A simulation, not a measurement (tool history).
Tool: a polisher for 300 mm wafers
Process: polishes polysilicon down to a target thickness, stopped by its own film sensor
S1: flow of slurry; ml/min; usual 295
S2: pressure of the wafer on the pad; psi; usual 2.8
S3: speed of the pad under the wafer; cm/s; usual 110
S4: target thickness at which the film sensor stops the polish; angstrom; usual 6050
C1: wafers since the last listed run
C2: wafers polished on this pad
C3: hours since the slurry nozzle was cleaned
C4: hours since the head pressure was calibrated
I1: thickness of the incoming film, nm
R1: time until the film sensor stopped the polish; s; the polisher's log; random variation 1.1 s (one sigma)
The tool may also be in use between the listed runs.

run     day   S1   S2   S3    S4   C1    C2     C3     C4      I1     R1
  1       0  370  2.8  110  6050    0   714  844.3  259.6  1453.4  114.6
  2   0.633  370  2.8  110  6050  113   828  859.5  274.8  1475.4  121.3
      0.692  -- slurry nozzle cleaned
  3   2.046  295  2.8  110  7070  246  1075   32.5  308.7  1485.6  103.6
  4   3.062  295  2.8  110  6050  182  1258   56.9  333.1  1466.8  114.8
  5   4.442  220  2.8  110  3990  248  1506     90  366.2  1445.4  143.9
      4.846  -- worn pad replaced by a new one
  6   5.654  295  2.8  110  6050  188   145  119.1  395.3    1463  115.3
  7   6.479  295  3.1  110  6050  148   293  138.9  415.1  1466.3  105.2
  8   7.133  295  3.1  110  6050  117   411  154.6  430.8  1475.9  108.9
  9   8.467  295  3.1  110  6050  239   650  186.6  462.8  1448.4  104.9
 10   9.946  295  2.8  110  6050  266   916  222.1  498.3  1440.4  113.6
 11   10.55  295  2.8  110  6050  108  1025  236.6  512.8  1447.6  113.9
 12  11.892  295  2.8  110  6050  241  1266  268.8    545  1455.6  113.9
     12.879  -- worn pad replaced by a new one
 13  13.188  295  2.8  110  6050  203    55  299.9  576.1  1448.4  116.5
 14  14.671  250  2.8  100  6050  266   322  335.5  611.7  1477.3  135.5
 15  16.054  295  2.8  110  6050  248   571  368.7  644.9  1450.5  117.3
 16  19.133  295  2.8  110  6050  553  1125  442.6  718.8  1456.3  115.7
 17  20.271  295  2.8  110  6050  204  1329  469.9  746.1  1460.8  119.7
 18  20.925  295  2.8  110  6050  117  1447  485.6  761.8  1470.2  119.5
     21.808  -- worn pad replaced by a new one, of another model than before
 19  22.279  395  2.8  110  6050  213    84  518.1  794.3    1463  113.6
 20  23.304  295  2.8  110  6050  184   268  542.7  818.9  1441.8  114.4
 21  24.446  215    2  142  3750  205   474  570.1  846.3  1475.7    158
 22  27.304  395  2.8  110  6050  514   988  638.7  914.9  1463.5  113.2
 23  28.121  295  2.8  110  6050  146  1135  658.3  934.5  1476.6  119.3
     28.921  -- worn pad replaced by a new one
     29.454  -- head pressure recalibrated
 24  29.475  350  2.8   96  3620  198    84  690.8    0.5  1462.9  161.5
     30.479  -- slurry nozzle cleaned
 25  30.625  370  2.1  110  4820  199   284    3.5   28.1  1444.2  146.8
 26  31.342  295  3.2   88  8970  128   413   20.7   45.3  1452.9   76.9
 27  31.908  295  2.8  110  6050  101   515   34.3   58.9  1470.7  115.2
 28  32.608  205  2.8  110  3710  125   641   51.1   75.7  1488.8  151.1
 29  33.821  245  3.5  110  6050  218   859   80.2  104.8  1447.1  100.5
 30  34.567  295  2.8   92  3260  134   993   98.1  122.7  1466.8  168.3
 31  35.917  240  3.4   76  8830  242  1236  130.5  155.1  1470.6   87.1
 32  36.979  295  2.8  110  6050  191  1427    156  180.6  1472.1    118
     37.829  -- worn pad replaced by a new one
 33  38.479  295  2.8   86  3900  239   117    192  216.6  1447.7  164.6
 34    39.7  295  2.8  110  6050  219   336  221.3  245.9  1460.9  116.3
 35  40.238  295  2.8  110  7010   96   433  234.2  258.8  1441.5  101.1
 36  40.838  295  2.8  110  8670  107   541  248.6  273.2  1468.5   79.5

Forecast each of these 5 alternatives for the next run:
  A  40.854  295  2.8  110  6050   2  544  249  273.6  1441.1   ?
  B  40.854  345  2.2   82  4080   2  544  249  273.6  1441.1   ?
  C  40.854  295  2.8  142  6050   2  544  249  273.6  1441.1   ?
  D  40.854  330  2.8  130  7630   2  544  249  273.6  1441.1   ?
  E  40.854  370  2.8  110  3930   2  544  249  273.6  1441.1   ?

run     R1
  A  111.5
  B  186.7
  C   93.9
  D   80.2
  E  137.3
Without the tool's hidden state the same runs would have given:
run     R1
  A    109
  B  182.9
  C   91.8
  D   78.6
  E  134.7
